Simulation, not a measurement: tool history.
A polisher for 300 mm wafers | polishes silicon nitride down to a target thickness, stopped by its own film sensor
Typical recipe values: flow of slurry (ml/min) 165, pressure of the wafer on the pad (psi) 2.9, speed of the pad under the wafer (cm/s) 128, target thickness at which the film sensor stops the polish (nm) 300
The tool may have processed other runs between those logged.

run,hour,flow of slurry (ml/min),pressure of the wafer on the pad (psi),speed of the pad under the wafer (cm/s),target thickness at which the film sensor stops the polish (nm),wafers since the last listed run,wafers polished on this pad,hours since the slurry nozzle was cleaned,hours since the head pressure was calibrated,"incoming thickness of the incoming film, nm",time until the film sensor stopped the polish (s)
1,0.0,165,2.9,128,300,0,764,214.1,376.0,511.2,126.3
2,20.7,175,2.9,128,300,173,938,234.8,396.7,513.5,124.9
# hour 27.3: slurry nozzle cleaned
3,52.6,165,2.9,128,247,258,1197,25.3,428.6,505.3,151.7
4,70.9,165,2.9,128,247,153,1350,43.6,446.9,501.3,148.3
5,85.4,165,2.9,128,247,121,1471,58.1,461.4,517.4,157.1
6,114.9,165,2.9,128,300,247,1718,87.6,490.9,511.2,126.4
# hour 121.5: worn pad replaced by a new one
7,127.0,140,2.9,128,300,67,46,99.7,503.0,517.2,123.2
8,151.8,140,2.9,128,300,207,254,124.5,527.8,515.8,125.3
9,183.6,165,2.9,128,300,266,520,156.3,559.6,503.9,113.9
10,197.7,165,2.9,128,300,118,638,170.4,573.7,501.3,112.3
11,215.9,165,2.9,128,300,152,791,188.6,591.9,509.3,118.9
12,249.4,165,2.9,128,300,280,1071,222.1,625.4,505.7,117.7
13,299.2,165,2.9,128,300,417,1488,271.9,675.2,504.6,123.0
# hour 303.7: worn pad replaced by a new one
14,314.4,165,2.9,128,300,93,89,287.1,690.4,521.6,123.3
# hour 318.6: slurry nozzle cleaned
15,342.6,165,2.9,128,300,227,317,24.0,718.6,507.3,115.5
16,366.3,165,2.9,128,300,198,515,47.7,742.3,506.6,120.4
17,393.9,150,2.9,128,300,231,747,75.3,769.9,513.5,123.2
18,425.9,150,2.9,128,300,268,1015,107.3,801.9,502.9,124.5
19,451.7,165,2.9,128,300,216,1231,133.1,827.7,515.2,129.2
20,465.0,165,2.9,128,358,111,1342,146.4,841.0,500.7,84.2
# hour 478.2: worn pad replaced by a new one
21,493.0,165,3.9,128,300,201,123,174.4,869.0,502.9,83.9
# hour 504.9: head pressure recalibrated
22,519.0,175,2.9,128,300,201,324,200.4,14.1,504.1,114.8
23,552.4,165,2.9,128,358,279,604,233.8,47.5,503.6,87.2
24,585.9,165,2.9,128,368,280,885,267.3,81.0,513.3,84.8
25,599.7,115,3.8,90,235,115,1000,281.1,94.8,518.9,179.6
# hour 610.5: slurry nozzle cleaned
26,623.6,165,2.9,128,300,191,1192,13.1,118.7,502.3,120.8
27,647.6,165,2.9,128,300,201,1393,37.1,142.7,513.8,126.5
28,668.1,165,2.9,128,300,171,1565,57.6,163.2,507.3,122.2
# hour 683.4: worn pad replaced by a new one
29,702.3,205,2.9,128,300,252,157,91.8,197.4,508.6,111.7
30,720.9,225,3.6,106,300,155,313,110.4,216.0,513.5,106.8
31,746.0,165,3.4,142,247,210,523,135.5,241.1,517.6,125.1
32,775.8,210,2.3,128,358,249,773,165.3,270.9,512.3,109.0
33,793.7,165,2.9,102,300,149,923,183.2,288.8,515.1,147.1

Estimate the outcome of run 34 from the log above:
34,823.6,165,2.9,100,300,250,1173,213.1,318.7,518.4,?

time until the film sensor stopped the polish (s): 151.9
Take away the tool's hidden state, keep the run-to-run variation as it was, and the same run would have given time until the film sensor stopped the polish (s) 139.2.
